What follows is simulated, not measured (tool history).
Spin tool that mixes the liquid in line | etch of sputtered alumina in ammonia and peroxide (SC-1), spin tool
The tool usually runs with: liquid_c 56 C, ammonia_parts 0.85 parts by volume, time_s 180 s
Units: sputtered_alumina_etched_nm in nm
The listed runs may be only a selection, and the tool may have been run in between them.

run,day,liquid_c,ammonia_parts,time_s,"read-back film thickness of the sputtered alumina reference wafer, read on the same gauge (nm)",sputtered_alumina_etched_nm
1,0,49.5,0.85,100,110,5.96
2,2.767,49.5,0.85,100,109.98,5.92
# day 4.108: thermometer replaced
3,6.354,56,0.85,180,110,15.16
4,8.229,56,0.85,180,109.99,15.25
5,12.179,56,0.85,180,110.02,15.29
6,14.896,56,0.85,180,109.96,15.24
7,17.15,56,0.85,180,110.01,15.25
# day 19.462: gauge calibrated
8,20.979,56,0.85,180,109.98,15.2
# day 25.583: new drum of ammonia solution connected
9,32.667,56,0.85,180,110.03,15.32
10,34.612,56,0.85,180,110.01,15.2
11,37.412,56,0.85,180,110.01,15.23
# day 38.729: ammonia flow meter replaced
# day 40.908: heated supply line repaired
12,40.929,56,0.85,250,110,21.23
13,44.55,56,0.85,180,109.99,15.19
14,47.254,56,0.85,180,110.03,15.25
15,51.342,56,1,180,110.01,15.49
16,53.846,66,0.5,215,110,28.68
# day 56.325: gauge calibrated
# day 56.333: new drum of ammonia solution connected
# day 56.492: thermometer replaced
17,57.304,59,1.2,135,110.01,13.86
18,59.692,60.5,0.85,80,110,8.53
19,61.221,48.5,1.15,145,110.04,8.41
20,62.888,56,0.85,180,109.97,15.12
21,65.238,53.5,0.7,235,109.97,16.94
22,68.625,56,0.85,180,110,15.14
23,71.921,56,0.85,180,110.01,15.2
24,74.871,60.5,0.95,220,109.99,23.75

Consider 4 possible next runs. They are alternatives, not a sequence: every one starts from the tool as it was left by run 24. What does each give?
A,74.892,56,0.85,180,?,?
B,74.892,56,1,105,?,?
C,74.892,56,0.85,135,?,?
D,74.892,56,0.85,260,?,?

run,"read-back film thickness of the sputtered alumina reference wafer, read on the same gauge (nm)",sputtered_alumina_etched_nm
A,110.01,15.16
B,110.01,8.98
C,110.01,11.37
D,110.01,21.9
Without the tool's unlogged condition, the same runs would have read:
run,sputtered_alumina_etched_nm
A,15.16
B,8.98
C,11.37
D,21.9

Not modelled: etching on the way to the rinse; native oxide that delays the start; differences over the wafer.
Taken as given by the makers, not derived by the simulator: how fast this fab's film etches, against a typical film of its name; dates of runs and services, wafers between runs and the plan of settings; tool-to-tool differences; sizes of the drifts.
